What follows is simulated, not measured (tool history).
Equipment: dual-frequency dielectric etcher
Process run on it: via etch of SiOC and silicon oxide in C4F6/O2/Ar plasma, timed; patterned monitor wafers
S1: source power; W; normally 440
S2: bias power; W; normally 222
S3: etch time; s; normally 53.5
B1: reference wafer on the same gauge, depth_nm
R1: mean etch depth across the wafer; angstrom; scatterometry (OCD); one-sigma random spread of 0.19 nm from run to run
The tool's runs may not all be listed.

run	hour	S1	S2	S3	B1	R1
1	0	490	222	63	83.9	926
2	35.4	490	222	63	83.9	934
3	93.6	440	200	53.5	83.9	737
4	153.8	440	200	53.5	83.9	739
5	203.2	440	200	53.5	83.9	741
6	265.9	440	222	53.5	84	770
7	309.7	440	243	53.5	83.8	801
8	373.5	440	243	53.5	83.8	804
9	397.6	440	243	53.5	83.9	801
10	450.4	440	222	53.5	83.9	781
# hour 491.3: bias power generator calibrated
# hour 494.5: gauge calibrated
# hour 544: upper electrode replaced
# hour 552.8: wet clean of the chamber
11	553.3	500	222	53.5	83.8	778
12	576.7	500	222	53.5	83.9	782
13	636.2	440	222	53.5	83.9	750
14	669.6	440	222	64.5	83.9	907
15	695.1	440	222	49	83.9	694
16	744.2	440	176	64	83.9	837
# hour 748.3: source power generator calibrated
17	800.2	470	222	47.5	83.9	685
18	840.4	370	222	62.5	83.9	837
19	865.9	440	176	67.5	83.9	884
20	925.2	440	222	65.5	84	931
21	972.8	440	222	53.5	83.9	764
# hour 1030.3: wet clean of the chamber
22	1036	440	222	53.5	83.9	758
23	1098.4	470	246	63.5	83.9	952
24	1156.6	350	186	63	84	786
25	1194.5	440	200	53.5	83.9	736
26	1231.5	440	222	53.5	83.9	764
27	1274.2	370	222	53.5	83.9	725
28	1312.3	440	222	53.5	83.9	767
29	1358.2	440	201	68	83.9	945
30	1417.1	510	237	41.5	83.9	641
31	1460.6	380	222	69.5	83.8	961

Below, each run's measurement less what the same run would have read without the hidden state. Both values contain the same run-to-run variation, but the gauge's scatter may not be the same in both:
The tool's hidden condition here consists of: etch rate over this chamber's usual, %; source power that arrives over what is set, %; bias power that arrives over what is set, %; gauge reads high (%).
run	R1
1	+18
2	+20
3	+17
4	+19
5	+20
6	+23
7	+26
8	+28
9	+29
10	+29
11	+0
12	+1
13	+3
14	+6
15	+5
16	+9
17	+9
18	+13
19	+15
20	+19
21	+17
22	+8
23	+13
24	+13
25	+13
26	+15
27	+15
28	+18
29	+24
30	+17
31	+29

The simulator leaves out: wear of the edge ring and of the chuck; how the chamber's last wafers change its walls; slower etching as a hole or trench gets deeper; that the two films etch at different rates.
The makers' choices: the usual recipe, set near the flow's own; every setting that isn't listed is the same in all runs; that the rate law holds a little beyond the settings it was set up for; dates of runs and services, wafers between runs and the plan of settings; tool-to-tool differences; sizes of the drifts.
